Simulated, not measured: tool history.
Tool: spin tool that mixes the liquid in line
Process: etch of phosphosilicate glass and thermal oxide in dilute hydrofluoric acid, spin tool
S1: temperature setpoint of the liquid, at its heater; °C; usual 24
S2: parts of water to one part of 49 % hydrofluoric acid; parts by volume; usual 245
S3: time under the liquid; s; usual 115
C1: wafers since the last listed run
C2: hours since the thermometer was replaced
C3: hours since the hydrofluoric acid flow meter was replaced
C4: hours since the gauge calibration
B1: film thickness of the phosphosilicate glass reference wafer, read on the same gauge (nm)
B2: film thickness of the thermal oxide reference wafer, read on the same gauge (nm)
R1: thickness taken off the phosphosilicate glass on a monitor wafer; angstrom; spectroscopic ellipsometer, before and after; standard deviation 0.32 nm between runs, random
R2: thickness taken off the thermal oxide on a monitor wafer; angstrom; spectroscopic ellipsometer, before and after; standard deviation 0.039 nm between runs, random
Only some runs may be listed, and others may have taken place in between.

| run | day | S1 | S2 | S3 | C1 | C2 | C3 | C4 | B1 | B2 | R1 | R2 |
|---|---|---|---|---|---|---|---|---|---|---|---|---|
| 1 | 0 | 24 | 245 | 115 | 0 | 654.9 | 1717.4 | 1246 | 120.01 | 49.992 | 585.1 | 19.87 |
| 2 | 0.704 | 24 | 245 | 115 | 159 | 671.8 | 1734.3 | 1262.9 | 119.99 | 49.992 | 583.5 | 20.33 |
| 3 | 1.429 | 24 | 245 | 115 | 164 | 689.2 | 1751.7 | 1280.3 | 120.02 | 49.966 | 584.8 | 20.41 |
|  | 1.508 | thermometer replaced |
| 4 | 2.454 | 24 | 135 | 115 | 222 | 22.7 | 1776.3 | 1304.9 | 120 | 49.985 | 1161.2 | 40.51 |
|  | 2.762 | gauge calibrated |
| 5 | 3.121 | 24 | 245 | 115 | 151 | 38.7 | 1792.3 | 8.6 | 120.01 | 50.003 | 574.5 | 19.5 |
| 6 | 4.321 | 24 | 245 | 115 | 271 | 67.5 | 1821.1 | 37.4 | 119.97 | 50.014 | 567.1 | 19.87 |
| 7 | 5.617 | 24 | 195 | 115 | 293 | 98.6 | 1852.2 | 68.5 | 119.98 | 49.988 | 752.6 | 26.63 |
| 8 | 6.592 | 20 | 245 | 115 | 220 | 122 | 1875.6 | 91.9 | 119.98 | 50.015 | 494.2 | 17.1 |
| 9 | 7.425 | 22.5 | 245 | 115 | 188 | 142 | 1895.6 | 111.9 | 119.99 | 49.998 | 546.2 | 19.26 |
| 10 | 8.488 | 24 | 245 | 115 | 240 | 167.5 | 1921.1 | 137.4 | 119.99 | 50.026 | 578.2 | 20.36 |
| 11 | 9.321 | 27.5 | 320 | 60 | 188 | 187.5 | 1941.1 | 157.4 | 119.99 | 49.975 | 242.7 | 8.2 |
| 12 | 10.767 | 24 | 160 | 115 | 327 | 222.2 | 1975.8 | 192.1 | 119.96 | 50.004 | 975.8 | 34.15 |
| 13 | 12.258 | 24 | 245 | 115 | 338 | 258 | 2011.6 | 227.9 | 120 | 49.983 | 579.2 | 20.84 |
|  | 12.3 | hydrofluoric acid flow meter replaced |
| 14 | 13.138 | 22.5 | 355 | 85 | 189 | 279.1 | 20.1 | 249 | 119.98 | 50.022 | 235.9 | 8.2 |
| 15 | 13.862 | 24 | 300 | 170 | 164 | 296.5 | 37.5 | 266.4 | 120.04 | 49.999 | 625.4 | 20.97 |
| 16 | 14.788 | 24 | 245 | 115 | 209 | 318.7 | 59.7 | 288.6 | 120.02 | 50.008 | 542.2 | 18.06 |
| 17 | 15.546 | 24 | 245 | 115 | 171 | 336.9 | 77.9 | 306.8 | 120.01 | 50.031 | 543.7 | 19.4 |
| 18 | 16.371 | 28.5 | 245 | 80 | 186 | 356.7 | 97.7 | 326.6 | 119.99 | 50.02 | 437.9 | 15.69 |
| 19 | 18.442 | 27.5 | 300 | 50 | 469 | 406.4 | 147.4 | 376.3 | 120 | 49.978 | 209.8 | 7.06 |
| 20 | 19.167 | 27.5 | 345 | 115 | 164 | 423.8 | 164.8 | 393.7 | 119.96 | 49.989 | 398.8 | 13.8 |
| 21 | 21.675 | 22 | 155 | 95 | 568 | 484 | 225 | 453.9 | 120 | 50.015 | 733.7 | 25.14 |
| 22 | 22.225 | 24 | 245 | 115 | 124 | 497.2 | 238.2 | 467.1 | 119.96 | 50.016 | 553.7 | 18.43 |
| 23 | 23.675 | 19.5 | 155 | 115 | 328 | 532 | 273 | 501.9 | 119.97 | 49.997 | 801.9 | 28.4 |
| 24 | 24.4 | 20.5 | 320 | 140 | 164 | 549.4 | 290.4 | 519.3 | 120.01 | 50.01 | 420.6 | 14.91 |
| 25 | 25.192 | 24 | 245 | 115 | 179 | 568.4 | 309.4 | 538.3 | 119.97 | 50.002 | 559.3 | 19.18 |
| 26 | 26.308 | 22.5 | 145 | 50 | 253 | 595.2 | 336.2 | 565.1 | 120.02 | 50.013 | 429.4 | 14.79 |

Below are 3 alternative next runs, each starting from the tool's condition after run 26. Predict each:
| A | 26.325 | 24 | 245 | 45 | 3 | 595.6 | 336.6 | 565.5 | ? | ? | ? | ? |
| B | 26.325 | 19.5 | 190 | 170 | 3 | 595.6 | 336.6 | 565.5 | ? | ? | ? | ? |
| C | 26.325 | 26.5 | 245 | 170 | 3 | 595.6 | 336.6 | 565.5 | ? | ? | ? | ? |

| run | B1 | B2 | R1 | R2 |
|---|---|---|---|---|
| A | 119.98 | 50.002 | 215.6 | 7.77 |
| B | 119.98 | 50.002 | 939 | 33.85 |
| C | 119.98 | 50.002 | 889.5 | 32.06 |
Had the tool no hidden state, the same runs would have come out as:
| run | R1 | R2 |
|---|---|---|
| A | 206.4 | 7.44 |
| B | 897.4 | 32.34 |
| C | 851.7 | 30.7 |
